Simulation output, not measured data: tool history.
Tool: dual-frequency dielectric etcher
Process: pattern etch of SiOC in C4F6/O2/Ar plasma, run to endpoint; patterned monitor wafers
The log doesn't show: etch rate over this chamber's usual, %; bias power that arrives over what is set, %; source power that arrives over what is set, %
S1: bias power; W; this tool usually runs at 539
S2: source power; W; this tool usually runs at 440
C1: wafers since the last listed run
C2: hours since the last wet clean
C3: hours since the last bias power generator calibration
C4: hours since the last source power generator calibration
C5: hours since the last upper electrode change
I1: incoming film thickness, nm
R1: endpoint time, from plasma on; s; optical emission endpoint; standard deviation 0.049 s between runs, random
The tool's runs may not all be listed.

run     day   S1   S2    C1     C2      C3      C4      C5     I1    R1
  1   0.000  539  440     0  264.3  2547.1  3877.9  4483.9  38.59  13.3
  2   1.404  539  440   543  298.0  2580.8  3911.6  4517.6  38.39  13.3
  3   3.379  539  440   764  345.4  2628.2  3959.0  4565.0  38.90  13.5
  4   4.867  539  440   576  381.1  2663.9  3994.7  4600.7  38.36  13.3
  5   8.688  436  440  1479  472.8  2755.6  4086.4  4692.4  38.64  14.8
  6   9.858  539  440   453  500.9  2783.7  4114.5  4720.5  38.88  13.7
     12.208  -- wet clean of the chamber
  7  12.229  539  470   530    0.5  2840.6  4171.4  4777.4  38.82  12.7
  8  12.446  600  360    83    5.7  2845.8  4176.6  4782.6  38.62  14.2
  9  12.950  539  440   195   17.8  2857.9  4188.7  4794.7  38.54  13.0
 10  14.071  604  440   434   44.7  2884.8  4215.6  4821.6  38.83  12.6
 11  15.196  604  440   435   71.7  2911.8  4242.6  4848.6  38.32  12.4
 12  15.808  436  490   237   86.4  2926.5  4257.3  4863.3  39.02  13.6
 13  16.850  444  370   403  111.4  2951.5  4282.3  4888.3  38.47  15.9
 14  21.279  539  440  1715  217.7  3057.8  4388.6  4994.6  38.66  13.3
     22.304  -- source power generator calibrated
 15  22.679  416  440   477  251.3  3091.4     9.0  5028.2  38.81  15.0
 16  24.150  637  360   569  286.6  3126.7    44.3  5063.5  38.37  14.0
 17  25.350  475  510   464  315.4  3155.5    73.1  5092.3  38.76  13.1
     26.325  -- bias power generator calibrated
     26.825  -- upper electrode replaced
 18  27.558  664  410   596  368.4    29.6   126.1    17.6  38.78  12.9
 19  28.225  670  530   258  384.4    45.6   142.1    33.6  38.97  11.2
 20  29.083  539  440   332  405.0    66.2   162.7    54.2  39.11  13.7
 21  29.942  423  510   332  425.6    86.8   183.3    74.8  38.42  13.8
 22  30.871  477  440   359  447.9   109.1   205.6    97.1  38.96  14.3
 23  31.700  539  440   321  467.8   129.0   225.5   117.0  38.52  13.5
 24  32.292  445  490   229  482.0   143.2   239.7   131.2  38.74  13.9
 25  33.633  625  490   519  514.2   175.4   271.9   163.4  38.87  12.0

Table of differences, measured result less the result of that run with no hidden state. Run-to-run variation is the same in both. Gauge scatter possibly is not:
run    R1
  1  +0.4
  2  +0.3
  3  +0.4
  4  +0.4
  5  +0.6
  6  +0.6
  7  +0.0
  8  +0.1
  9  +0.1
 10  +0.1
 11  +0.1
 12  +0.1
 13  +0.2
 14  +0.3
 15  +0.4
 16  +0.4
 17  +0.4
 18  +0.4
 19  +0.4
 20  +0.5
 21  +0.6
 22  +0.5
 23  +0.5
 24  +0.6
 25  +0.5
